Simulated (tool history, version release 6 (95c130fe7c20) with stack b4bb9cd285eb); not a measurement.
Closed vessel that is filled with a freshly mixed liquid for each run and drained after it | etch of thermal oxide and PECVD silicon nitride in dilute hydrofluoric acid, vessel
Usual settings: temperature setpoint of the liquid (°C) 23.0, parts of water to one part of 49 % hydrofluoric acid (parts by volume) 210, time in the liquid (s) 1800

run	hour	temperature setpoint of the liquid (°C)	parts of water to one part of 49 % hydrofluoric acid (parts by volume)	time in the liquid (s)	read-back film thickness of the thermal oxide reference wafer, read on the same gauge (nm)	read-back film thickness of the PECVD silicon nitride reference wafer, read on the same gauge (nm)	thickness taken off the thermal oxide on a monitor wafer (Å)	thickness taken off the PECVD silicon nitride on a monitor wafer (Å)
1	0.0	25.5	210	1800	49.57	148.63	379.1	460.8
2	31.9	23.0	210	1800	49.54	148.52	352.1	396.9
3	76.9	23.0	250	1800	49.46	148.33	277.9	332.7
4	111.8	23.0	250	1800	49.40	148.17	280.2	334.3
5	145.6	23.0	250	1800	49.33	147.94	283.4	329.9
6	171.5	23.0	210	1800	49.28	147.81	346.9	384.7
7	216.2	23.0	210	1800	49.20	147.64	349.8	390.2
# hour 269.5: hydrofluoric acid flow meter replaced
8	274.8	23.0	210	1800	49.09	147.22	344.3	388.6
9	334.5	23.0	210	1800	48.97	146.88	347.0	389.6
10	396.0	23.0	210	1800	48.84	146.53	344.2	387.9
11	435.4	23.0	130	2365	48.75	146.20	781.0	815.3
# hour 446.3: thermometer replaced
12	487.5	23.0	210	1800	48.65	145.88	345.5	383.7
13	515.2	23.0	250	1800	48.51	145.68	273.1	325.7
# hour 522.2: gauge calibrated
14	540.9	23.0	145	1800	50.35	151.01	553.4	574.7
15	583.0	27.5	150	965	50.34	151.00	336.5	396.6
16	613.8	23.0	170	1800	50.33	151.05	459.6	488.8
17	669.4	24.5	160	2450	50.31	151.01	705.7	783.3
18	731.7	23.0	210	2660	50.29	150.88	533.3	594.6
# hour 763.8: hydrofluoric acid flow meter replaced
19	765.5	25.5	170	2285	50.28	150.85	638.2	730.3
20	811.6	25.5	170	2285	50.25	150.84	633.7	728.8
21	877.0	19.5	140	2085	50.22	150.67	577.7	542.7
22	930.6	18.5	280	2405	50.24	150.57	278.1	305.4
23	964.1	27.0	210	1800	50.15	150.48	414.3	513.4
24	1014.2	23.0	210	1800	50.10	150.36	353.5	401.3
25	1064.6	23.0	145	1800	50.07	150.25	556.0	576.9
26	1116.0	19.0	120	2200	50.01	150.03	708.1	646.5

Measured less the same run without the tool's hidden state. The same run-to-run variation is in both; the gauge's scatter may not be:
The hidden state here: liquid hotter than its thermometer reads (K); hydrofluoric acid flow below the setpoint (%); gauge reads high (%).
run	thickness taken off the thermal oxide on a monitor wafer (Å)	thickness taken off the PECVD silicon nitride on a monitor wafer (Å)
1	-3.4	-4.1
2	-3.5	-3.9
3	-3.1	-3.7
4	-3.5	-4.1
5	-3.8	-4.5
6	-5.0	-5.6
7	-5.7	-6.3
8	-6.3	-7.2
9	-7.3	-8.3
10	-8.2	-9.3
11	-20.1	-21.0
12	-9.8	-10.8
13	-8.1	-9.7
14	+3.8	+4.0
15	+2.3	+2.7
16	+3.1	+3.3
17	+4.6	+5.1
18	+3.3	+3.7
19	+3.7	+4.2
20	+3.4	+3.9
21	+2.6	+2.5
22	+1.1	+1.2
23	+1.4	+1.7
24	+0.9	+1.0
25	+0.9	+0.9
26	+0.3	+0.3
